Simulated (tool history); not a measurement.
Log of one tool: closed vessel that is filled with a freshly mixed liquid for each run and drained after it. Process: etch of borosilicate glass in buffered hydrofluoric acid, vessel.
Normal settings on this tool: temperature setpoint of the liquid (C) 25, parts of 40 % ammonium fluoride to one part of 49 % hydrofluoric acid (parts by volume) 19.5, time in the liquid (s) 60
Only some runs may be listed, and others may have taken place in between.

run	day	temperature setpoint of the liquid (C)	parts of 40 % ammonium fluoride to one part of 49 % hydrofluoric acid (parts by volume)	time in the liquid (s)	wafers since the last listed run	hours since the thermometer was replaced	hours since the hydrofluoric acid flow meter was replaced	hours since the gauge calibration	read-back film thickness of the borosilicate glass reference wafer, read on the same gauge (nm)	thickness taken off the borosilicate glass on a monitor wafer (angstrom)
1	0	25	19.5	60	0	2351.8	1868.5	417.9	119.99	391.7
2	1.012	25	19.5	60	2500	2376.1	1892.8	442.2	120.01	390.1
3	2.104	25	19.5	60	2696	2402.3	1919	468.4	120.01	389
4	3.483	25	19.5	60	3406	2435.4	1952.1	501.5	120.02	381.2
5	5.996	25	19.5	60	6205	2495.7	2012.4	561.8	120.01	385.2
6	7.321	25	16.5	60	3272	2527.5	2044.2	593.6	119.97	435
7	8.746	27	19.5	60	3519	2561.7	2078.4	627.8	120.01	430.5
8	9.575	27.5	19.5	60	2047	2581.6	2098.3	647.7	119.97	441.6
9	10.333	27.5	19.5	60	1873	2599.8	2116.5	665.9	119.99	435.6
# day 10.908: gauge calibrated
10	11.258	22.5	19.5	60	2284	2622	2138.7	8.4	119.99	330.6
11	14.904	25	16	60	9004	2709.5	2226.2	95.9	119.99	443.1
12	16.062	25	16	60	2860	2737.3	2254	123.7	120.01	442.8
13	17.188	25	16	60	2778	2764.3	2281	150.7	120.01	442.5
14	18.129	25	19.5	60	2325	2786.9	2303.6	173.3	119.99	375.2
# day 19.5: hydrofluoric acid flow meter replaced
15	19.521	25	19.5	60	3334	2820.3	0.5	206.7	120	420.4
16	20.638	23.5	24	80	2758	2847.1	27.3	233.5	120	444.8
# day 21.229: thermometer replaced
17	22.05	25	15.5	60	3385	19.7	61.2	267.4	119.99	573.8
18	23.112	28	12.5	95	2624	45.2	86.7	292.9	120	1304
19	23.946	28	24	60	2058	65.2	106.7	312.9	119.97	459.2
20	25.179	25	19.5	60	3046	94.8	136.3	342.5	120	456.9
21	26.379	27	23.5	40	2963	123.6	165.1	371.3	120	291.1
22	27.388	25	19.5	60	2490	147.8	189.3	395.5	120	449.6
23	28.3	30	23.5	80	2253	169.7	211.2	417.4	120.01	681.6
24	28.858	20.5	14.5	35	1379	183.1	224.6	430.8	120	274.5
25	29.9	22.5	19.5	60	2572	208.1	249.6	455.8	119.99	393
26	31.217	26.5	23.5	30	3252	239.7	281.2	487.4	119.99	211.8
27	32.433	27	23.5	80	3005	268.9	310.4	516.6	120.02	580.4
28	33.217	25	23	60	1934	287.7	329.2	535.4	119.99	400
29	34.596	25	17.5	60	3406	320.8	362.3	568.5	120.02	496.3
30	35.854	25	19.5	60	3107	351	392.5	598.7	119.98	443.1
31	37.142	23	13	75	3179	381.9	423.4	629.6	120	736.9
32	39.408	21	17	45	5598	436.3	477.8	684	120	304.4

Branching from run 32: 4 alternative next runs. What would each branch give?
A	39.438	25	19.5	60	72	437	478.5	684.7	?	?
B	39.438	23	19.5	60	72	437	478.5	684.7	?	?
C	39.438	23.5	16	30	72	437	478.5	684.7	?	?
D	39.438	25	19.5	30	72	437	478.5	684.7	?	?

run	read-back film thickness of the borosilicate glass reference wafer, read on the same gauge (nm)	thickness taken off the borosilicate glass on a monitor wafer (angstrom)
A	120	441
B	120	395.9
C	120	247.2
D	120	220.5
What these runs would have given with no unlogged condition in the tool:
run	thickness taken off the borosilicate glass on a monitor wafer (angstrom)
A	462.5
B	415.3
C	259.6
D	231.3

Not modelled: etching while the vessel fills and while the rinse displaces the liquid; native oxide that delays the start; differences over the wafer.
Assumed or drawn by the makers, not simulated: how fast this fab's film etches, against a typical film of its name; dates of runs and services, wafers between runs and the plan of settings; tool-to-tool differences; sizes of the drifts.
